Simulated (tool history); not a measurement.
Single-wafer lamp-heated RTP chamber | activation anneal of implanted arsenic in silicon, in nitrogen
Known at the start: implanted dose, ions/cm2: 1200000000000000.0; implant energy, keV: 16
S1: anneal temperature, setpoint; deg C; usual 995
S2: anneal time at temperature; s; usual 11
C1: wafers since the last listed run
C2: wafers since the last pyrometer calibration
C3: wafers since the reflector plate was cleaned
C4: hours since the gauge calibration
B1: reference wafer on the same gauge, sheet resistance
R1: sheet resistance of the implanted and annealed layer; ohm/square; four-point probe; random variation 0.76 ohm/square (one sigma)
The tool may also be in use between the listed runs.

Run 1, hour 0.0: usual settings; C1 0; C2 2995; C3 6131; C4 468.3; B1 144.88. Result: R1 142.28 ohm/square.
Run 2, hour 41.8: usual settings but S1 1017 deg C, S2 8 s; C1 742; C2 3738; C3 6873; C4 510.1; B1 144.92. Result: R1 134.36 ohm/square.
Run 3, hour 81.1: usual settings but S1 1017 deg C, S2 8 s; C1 698; C2 4436; C3 7572; C4 549.4; B1 144.97. Result: R1 135.00 ohm/square.
At hour 137.1: gauge calibrated.
Run 4, hour 150.5: usual settings but S1 1011 deg C, S2 16 s; C1 1233; C2 5669; C3 8805; C4 13.4; B1 144.76. Result: R1 125.80 ohm/square.
Run 5, hour 207.3: usual settings but S1 1011 deg C, S2 16 s; C1 1009; C2 6678; C3 9814; C4 70.2; B1 145.41. Result: R1 124.82 ohm/square.
At hour 230.6: pyrometer window cleaned and pyrometer calibrated.
Run 6, hour 278.3: usual settings but S1 1011 deg C, S2 16 s; C1 1119; C2 847; C3 10933; C4 141.2; B1 145.03. Result: R1 128.73 ohm/square.
At hour 332.1: reflector plate cleaned.
Run 7, hour 332.6: usual settings; C1 822; C2 1669; C3 8; C4 195.5; B1 144.84. Result: R1 142.77 ohm/square.
Run 8, hour 383.4: usual settings; C1 902; C2 2572; C3 910; C4 246.3; B1 144.92. Result: R1 141.27 ohm/square.
Run 9, hour 408.6: usual settings; C1 447; C2 3020; C3 1358; C4 271.5; B1 144.93. Result: R1 141.09 ohm/square.
Run 10, hour 433.7: usual settings but S2 8 s; C1 445; C2 3466; C3 1804; C4 296.6; B1 145.15. Result: R1 144.73 ohm/square.
Run 11, hour 491.3: usual settings but S2 8 s; C1 1023; C2 4489; C3 2827; C4 354.2; B1 144.97. Result: R1 144.78 ohm/square.
Run 12, hour 554.4: usual settings but S1 969 deg C, S2 5 s; C1 1121; C2 5610; C3 3949; C4 417.3; B1 144.78. Result: R1 160.94 ohm/square.
At hour 592.5: pyrometer window cleaned and pyrometer calibrated.
Run 13, hour 616.5: usual settings but S1 1018 deg C, S2 15 s; C1 961; C2 426; C3 4910; C4 479.4; B1 145.35. Result: R1 125.32 ohm/square.
Run 14, hour 651.0: usual settings but S1 986 deg C; C1 612; C2 1039; C3 5523; C4 513.9; B1 144.86. Result: R1 149.66 ohm/square.
Run 15, hour 705.6: usual settings but S1 1004 deg C, S2 17 s; C1 970; C2 2009; C3 6493; C4 568.5; B1 145.11. Result: R1 132.24 ohm/square.
At hour 728.4: gauge calibrated.
Run 16, hour 805.8: usual settings but S1 977 deg C, S2 15 s; C1 1780; C2 3790; C3 8273; C4 77.4; B1 145.08. Result: R1 146.96 ohm/square.
Run 17, hour 848.9: usual settings but S1 1023 deg C, S2 16 s; C1 765; C2 4555; C3 9039; C4 120.5; B1 144.90. Result: R1 121.65 ohm/square.
Run 18, hour 887.0: usual settings; C1 676; C2 5232; C3 9716; C4 158.6; B1 144.95. Result: R1 140.19 ohm/square.
Run 19, hour 924.2: usual settings; C1 660; C2 5893; C3 10377; C4 195.8; B1 144.93. Result: R1 138.45 ohm/square.
Run 20, hour 956.1: usual settings but S1 986 deg C, S2 4 s; C1 566; C2 6460; C3 10944; C4 227.7; B1 145.11. Result: R1 157.49 ohm/square.

4 ways to go on from here, each from the tool as it stands after run 20. What would each give?
Run A, hour 956.5: usual settings; C1 7; C2 6467; C3 10951; C4 228.1; B1 ?. Result: R1 ?.
Run B, hour 956.5: usual settings but S1 969 deg C, S2 14 s; C1 7; C2 6467; C3 10951; C4 228.1; B1 ?. Result: R1 ?.
Run C, hour 956.5: usual settings but S2 9 s; C1 7; C2 6467; C3 10951; C4 228.1; B1 ?. Result: R1 ?.
Run D, hour 956.5: usual settings but S2 15 s; C1 7; C2 6467; C3 10951; C4 228.1; B1 ?. Result: R1 ?.

run      B1      R1
  A  144.97  139.64
  B  144.97  149.61
  C  144.97  142.80
  D  144.97  134.48
Without the tool's hidden state the same runs would have given:
run      R1
  A  144.41
  B  154.45
  C  147.40
  D  139.45
